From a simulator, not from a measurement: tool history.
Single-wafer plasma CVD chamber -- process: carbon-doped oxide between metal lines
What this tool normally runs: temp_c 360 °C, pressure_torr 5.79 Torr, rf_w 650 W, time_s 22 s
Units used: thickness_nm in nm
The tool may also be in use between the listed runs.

| run | hour | temp_c | pressure_torr | rf_w | time_s | read-back reference wafer on the same gauge, thickness_nm | thickness_nm |
|---|---|---|---|---|---|---|---|
| 1 | 0 | 360 | 5.79 | 610 | 22 | 138.096 | 110.078 |
| 2 | 21.8 | 360 | 5.79 | 650 | 22 | 138.181 | 117.074 |
| 3 | 35.6 | 360 | 5.79 | 650 | 22 | 137.972 | 117.316 |
| 4 | 67.3 | 360 | 6.53 | 650 | 22 | 138.007 | 117.801 |
| 5 | 81.6 | 360 | 5.79 | 650 | 22 | 137.994 | 116.12 |
| 6 | 106.8 | 360 | 5.79 | 650 | 22 | 138.037 | 115.698 |
| 7 | 137 | 360 | 5.79 | 650 | 22 | 138.001 | 116.826 |
| 8 | 158.9 | 360 | 5.29 | 600 | 22 | 138.066 | 106.305 |
| 9 | 171.1 | 360 | 5.79 | 650 | 22 | 138.101 | 115.495 |
| 10 | 205.7 | 360 | 5.79 | 650 | 22 | 137.865 | 116.664 |
|  | 243.3 | gauge calibrated |
|  | 305.9 | showerhead replaced |
| 11 | 311.6 | 360 | 5.79 | 650 | 22 | 137.955 | 117.143 |
| 12 | 326.7 | 360 | 5.79 | 650 | 19.1 | 138.156 | 100.977 |
| 13 | 360.6 | 360 | 5.79 | 650 | 19.1 | 137.998 | 101.103 |
| 14 | 384.3 | 360 | 5.79 | 650 | 22 | 138.024 | 116.636 |
| 15 | 412.2 | 360 | 5.79 | 700 | 22 | 137.951 | 124.332 |
|  | 428.1 | RF generator calibrated |
| 16 | 428.6 | 371 | 6.18 | 580 | 20.1 | 138.106 | 86.919 |
| 17 | 453.6 | 372 | 7.22 | 550 | 23.7 | 138.141 | 96.349 |
| 18 | 468.1 | 345 | 5.79 | 650 | 26.2 | 137.988 | 136.703 |
|  | 498.8 | capacitance manometer re-zeroed and calibrated |
| 19 | 501.6 | 360 | 5.79 | 650 | 22 | 137.945 | 109.056 |
| 20 | 535.7 | 360 | 5.79 | 650 | 25.1 | 138.084 | 125.43 |

What does the tool deliver on the next run?
|  | 560.5 | RF generator calibrated, repeated, since the last time left the tool worse |
|  | 567.2 | thermocouple changed; heater temperature recalibrated |
| 21 | 567.7 | 360 | 6.49 | 750 | 22 | ? | ? |

Run 21 produced read-back reference wafer on the same gauge, thickness_nm 137.965, thickness_nm 139.813 nm.
Without the tool's hidden state the same run would have given thickness_nm 140.922 nm.
